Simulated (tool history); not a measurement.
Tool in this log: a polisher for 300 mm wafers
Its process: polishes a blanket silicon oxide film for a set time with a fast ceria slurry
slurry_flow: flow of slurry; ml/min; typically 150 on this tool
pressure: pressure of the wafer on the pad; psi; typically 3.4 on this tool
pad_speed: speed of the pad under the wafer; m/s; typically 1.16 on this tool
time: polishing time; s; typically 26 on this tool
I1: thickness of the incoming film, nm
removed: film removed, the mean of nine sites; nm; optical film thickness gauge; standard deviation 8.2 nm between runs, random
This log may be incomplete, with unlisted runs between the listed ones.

{"run": 1, "day": 0.0, "slurry_flow": 175, "pressure": 3.4, "pad_speed": 1.16, "time": 26, "I1": 1627.7, "removed": 612.4}
{"day": 0.442, "done": "slurry nozzle cleaned"}
{"run": 2, "day": 1.183, "slurry_flow": 175, "pressure": 3.4, "pad_speed": 1.16, "time": 26, "I1": 1627.4, "removed": 634.3}
{"run": 3, "day": 3.679, "slurry_flow": 175, "pressure": 3.4, "pad_speed": 1.16, "time": 26, "I1": 1616.3, "removed": 627.2}
{"run": 4, "day": 5.162, "slurry_flow": 150, "pressure": 3.4, "pad_speed": 1.16, "time": 26, "I1": 1631.9, "removed": 618.9}
{"day": 7.738, "done": "worn pad replaced by a new one"}
{"run": 5, "day": 7.792, "slurry_flow": 150, "pressure": 3.4, "pad_speed": 1.16, "time": 26, "I1": 1655.0, "removed": 614.0}
{"run": 6, "day": 10.225, "slurry_flow": 150, "pressure": 3.4, "pad_speed": 1.0, "time": 26, "I1": 1627.5, "removed": 535.1}
{"run": 7, "day": 13.083, "slurry_flow": 150, "pressure": 3.4, "pad_speed": 1.0, "time": 26, "I1": 1654.9, "removed": 531.9}
{"day": 15.15, "done": "worn pad replaced by a new one"}
{"run": 8, "day": 15.221, "slurry_flow": 150, "pressure": 3.4, "pad_speed": 1.0, "time": 26, "I1": 1628.0, "removed": 521.1}
{"run": 9, "day": 17.85, "slurry_flow": 150, "pressure": 3.4, "pad_speed": 1.16, "time": 26, "I1": 1636.7, "removed": 601.0}
{"run": 10, "day": 19.621, "slurry_flow": 150, "pressure": 3.4, "pad_speed": 1.16, "time": 26, "I1": 1647.9, "removed": 616.4}
{"run": 11, "day": 21.083, "slurry_flow": 150, "pressure": 3.4, "pad_speed": 1.16, "time": 26, "I1": 1649.1, "removed": 622.4}
{"run": 12, "day": 22.596, "slurry_flow": 110, "pressure": 2.8, "pad_speed": 0.8, "time": 18, "I1": 1644.7, "removed": 235.8}
{"day": 25.075, "done": "worn pad replaced by a new one"}
{"day": 25.225, "done": "head pressure recalibrated"}
{"run": 13, "day": 25.396, "slurry_flow": 130, "pressure": 2.8, "pad_speed": 1.16, "time": 26, "I1": 1626.9, "removed": 516.1}
{"run": 14, "day": 27.754, "slurry_flow": 150, "pressure": 3.4, "pad_speed": 1.16, "time": 26, "I1": 1619.8, "removed": 604.3}
{"day": 30.371, "done": "slurry nozzle cleaned"}
{"run": 15, "day": 30.671, "slurry_flow": 180, "pressure": 4.6, "pad_speed": 0.9, "time": 26, "I1": 1619.5, "removed": 649.8}
{"day": 33.696, "done": "worn pad replaced by a new one"}
{"run": 16, "day": 33.717, "slurry_flow": 185, "pressure": 4.5, "pad_speed": 1.3, "time": 26, "I1": 1649.0, "removed": 906.1}
{"run": 17, "day": 34.658, "slurry_flow": 180, "pressure": 2.5, "pad_speed": 1.16, "time": 26, "I1": 1651.3, "removed": 494.6}
{"run": 18, "day": 36.375, "slurry_flow": 150, "pressure": 4.1, "pad_speed": 1.16, "time": 19, "I1": 1649.3, "removed": 531.5}
{"run": 19, "day": 38.6, "slurry_flow": 150, "pressure": 3.4, "pad_speed": 1.16, "time": 26, "I1": 1619.9, "removed": 624.2}
{"run": 20, "day": 40.954, "slurry_flow": 120, "pressure": 2.6, "pad_speed": 0.84, "time": 17, "I1": 1642.0, "removed": 218.1}
{"run": 21, "day": 42.267, "slurry_flow": 150, "pressure": 2.5, "pad_speed": 0.88, "time": 30, "I1": 1643.3, "removed": 421.4}
{"day": 43.221, "done": "worn pad replaced by a new one"}
{"run": 22, "day": 43.383, "slurry_flow": 150, "pressure": 3.4, "pad_speed": 1.16, "time": 26, "I1": 1635.1, "removed": 611.3}

Predict each of these 4 candidate next runs independently; none follows another, all start after run 22:
{"run": "A", "day": 43.4, "slurry_flow": 105, "pressure": 3.4, "pad_speed": 1.16, "time": 26, "I1": 1662.7, "removed": "?"}
{"run": "B", "day": 43.4, "slurry_flow": 150, "pressure": 2.3, "pad_speed": 1.32, "time": 26, "I1": 1662.7, "removed": "?"}
{"run": "C", "day": 43.4, "slurry_flow": 170, "pressure": 3.7, "pad_speed": 1.16, "time": 26, "I1": 1662.7, "removed": "?"}
{"run": "D", "day": 43.4, "slurry_flow": 150, "pressure": 4.4, "pad_speed": 1.16, "time": 31, "I1": 1662.7, "removed": "?"}

run=A removed=562.7
run=B removed=511.9
run=C removed=670.8
run=D removed=905.1
What these runs would have given with no unlogged condition in the tool:
run=A removed=562.7
run=B removed=511.9
run=C removed=670.8
run=D removed=905.1

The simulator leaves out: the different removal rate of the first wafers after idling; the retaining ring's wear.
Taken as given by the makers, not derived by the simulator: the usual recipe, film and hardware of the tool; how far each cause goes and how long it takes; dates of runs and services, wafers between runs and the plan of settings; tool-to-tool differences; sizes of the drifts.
